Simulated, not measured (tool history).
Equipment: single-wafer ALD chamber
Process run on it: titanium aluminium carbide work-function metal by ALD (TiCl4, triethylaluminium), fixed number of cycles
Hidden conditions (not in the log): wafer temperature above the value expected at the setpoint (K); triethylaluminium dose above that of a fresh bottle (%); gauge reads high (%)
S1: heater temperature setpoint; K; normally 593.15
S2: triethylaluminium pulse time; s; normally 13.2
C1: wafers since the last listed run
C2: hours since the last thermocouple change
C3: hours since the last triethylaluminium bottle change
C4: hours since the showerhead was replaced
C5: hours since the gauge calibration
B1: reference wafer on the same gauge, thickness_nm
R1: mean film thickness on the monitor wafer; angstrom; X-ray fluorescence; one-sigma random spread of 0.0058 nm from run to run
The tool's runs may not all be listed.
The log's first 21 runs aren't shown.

Run 22, hour 660.1: usual settings; C1 631; C2 452.9; C3 427.7; C4 179.7; C5 360.9; B1 2.011. Result: R1 23.05 angstrom.
Run 23, hour 693.9: usual settings but S1 597.15 K; C1 227; C2 486.7; C3 461.5; C4 213.5; C5 394.7; B1 2.011. Result: R1 23.41 angstrom.
Run 24, hour 720.3: usual settings but S1 588.15 K, S2 8.83 s; C1 177; C2 513.1; C3 487.9; C4 239.9; C5 421.1; B1 2.009. Result: R1 22.07 angstrom.
Run 25, hour 739.9: usual settings but S1 597.15 K, S2 14.92 s; C1 131; C2 532.7; C3 507.5; C4 259.5; C5 440.7; B1 2.011. Result: R1 23.6 angstrom.
Run 26, hour 773.5: usual settings but S2 8.44 s; C1 226; C2 566.3; C3 541.1; C4 293.1; C5 474.3; B1 2.009. Result: R1 22.54 angstrom.
Run 27, hour 801.2: usual settings but S1 585.15 K; C1 186; C2 594; C3 568.8; C4 320.8; C5 502; B1 2.009. Result: R1 22.39 angstrom.
Run 28, hour 826.2: usual settings but S1 579.15 K, S2 10.77 s; C1 168; C2 619; C3 593.8; C4 345.8; C5 527; B1 2.01. Result: R1 21.73 angstrom.
Run 29, hour 854.2: usual settings; C1 188; C2 647; C3 621.8; C4 373.8; C5 555; B1 2.01. Result: R1 23.11 angstrom.
Run 30, hour 878.9: usual settings but S1 602.15 K, S2 14.55 s; C1 166; C2 671.7; C3 646.5; C4 398.5; C5 579.7; B1 2.011. Result: R1 23.99 angstrom.
Run 31, hour 913.1: usual settings but S2 17.76 s; C1 230; C2 705.9; C3 680.7; C4 432.7; C5 613.9; B1 2.009. Result: R1 23.35 angstrom.
Run 32, hour 944: usual settings but S1 580.15 K; C1 207; C2 736.8; C3 711.6; C4 463.6; C5 644.8; B1 2.01. Result: R1 22.12 angstrom.
Run 33, hour 979.1: usual settings but S1 605.15 K, S2 17.27 s; C1 236; C2 771.9; C3 746.7; C4 498.7; C5 679.9; B1 2.009. Result: R1 24.24 angstrom.

Each row is a separate what-if for the run after 33, all from the same tool condition, not one after another. Results?
Run A, hour 979.5: usual settings but S1 604.15 K; C1 2; C2 772.3; C3 747.1; C4 499.1; C5 680.3; B1 ?. Result: R1 ?.
Run B, hour 979.5: usual settings but S1 579.15 K; C1 2; C2 772.3; C3 747.1; C4 499.1; C5 680.3; B1 ?. Result: R1 ?.
Run C, hour 979.5: usual settings but S1 583.15 K, S2 11.83 s; C1 2; C2 772.3; C3 747.1; C4 499.1; C5 680.3; B1 ?. Result: R1 ?.
Run D, hour 979.5: usual settings but S1 600.15 K; C1 2; C2 772.3; C3 747.1; C4 499.1; C5 680.3; B1 ?. Result: R1 ?.

run     B1     R1
  A  2.012  23.93
  B  2.012  21.87
  C  2.012  22.06
  D  2.012   23.6
Without the tool's unlogged condition, the same runs would have read:
run     R1
  A  24.22
  B  22.14
  C  22.39
  D  23.89

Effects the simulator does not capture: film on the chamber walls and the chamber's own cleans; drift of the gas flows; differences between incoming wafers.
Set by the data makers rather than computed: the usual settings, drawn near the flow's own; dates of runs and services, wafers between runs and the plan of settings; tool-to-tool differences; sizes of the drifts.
